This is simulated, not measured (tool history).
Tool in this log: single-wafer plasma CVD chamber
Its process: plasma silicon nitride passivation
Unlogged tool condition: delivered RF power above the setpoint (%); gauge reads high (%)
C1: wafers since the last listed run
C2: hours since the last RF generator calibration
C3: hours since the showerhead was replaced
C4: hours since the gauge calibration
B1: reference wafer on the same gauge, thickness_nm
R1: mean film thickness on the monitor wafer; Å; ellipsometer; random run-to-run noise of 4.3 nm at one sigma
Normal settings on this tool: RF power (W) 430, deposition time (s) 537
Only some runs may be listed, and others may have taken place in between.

run 1 hour=0.0 | RF_power_(W)=430 deposition_time_(s)=480 | C1=0 C2=1231.8 C3=4224.3 C4=1199.4 | B1=729.071 | R1=7137.71
run 2 hour=42.5 | RF_power_(W)=430 deposition_time_(s)=480 | C1=135 C2=1274.3 C3=4266.8 C4=1241.9 | B1=728.396 | R1=7054.55
run 3 hour=143.9 | RF_power_(W)=430 deposition_time_(s)=480 | C1=322 C2=1375.7 C3=4368.2 C4=1343.3 | B1=728.765 | R1=7108.33
run 4 hour=193.2 | RF_power_(W)=430 deposition_time_(s)=509 | C1=157 C2=1425.0 C3=4417.5 C4=1392.6 | B1=728.769 | R1=7412.64
run 5 hour=279.3 | RF_power_(W)=430 deposition_time_(s)=537 | C1=274 C2=1511.1 C3=4503.6 C4=1478.7 | B1=728.603 | R1=7953.09
run 6 hour=385.0 | RF_power_(W)=430 deposition_time_(s)=537 | C1=336 C2=1616.8 C3=4609.3 C4=1584.4 | B1=729.023 | R1=7888.04
run 7 hour=466.9 | RF_power_(W)=430 deposition_time_(s)=609 | C1=260 C2=1698.7 C3=4691.2 C4=1666.3 | B1=729.477 | R1=9012.82
run 8 hour=548.4 | RF_power_(W)=430 deposition_time_(s)=537 | C1=259 C2=1780.2 C3=4772.7 C4=1747.8 | B1=728.513 | R1=7925.94
-- hour=632.5 RF generator calibrated
run 9 hour=651.6 | RF_power_(W)=430 deposition_time_(s)=537 | C1=303 C2=19.1 C3=4875.9 C4=1851.0 | B1=729.334 | R1=7894.08
-- hour=733.5 showerhead replaced
run 10 hour=740.2 | RF_power_(W)=430 deposition_time_(s)=537 | C1=256 C2=107.7 C3=6.7 C4=1939.6 | B1=729.522 | R1=7959.38
run 11 hour=799.9 | RF_power_(W)=390 deposition_time_(s)=537 | C1=190 C2=167.4 C3=66.4 C4=1999.3 | B1=729.118 | R1=7673.26

For run 12, what comes out?
-- hour=857.8 gauge calibrated
run 12 hour=876.0 | RF_power_(W)=385 deposition_time_(s)=620 | C1=242 C2=243.5 C3=142.5 C4=18.2 | B1=? | R1=?

B1: 728.589
R1: 8800.95 Å
Without the tool's hidden state the same run would have given R1 8800.95 Å.

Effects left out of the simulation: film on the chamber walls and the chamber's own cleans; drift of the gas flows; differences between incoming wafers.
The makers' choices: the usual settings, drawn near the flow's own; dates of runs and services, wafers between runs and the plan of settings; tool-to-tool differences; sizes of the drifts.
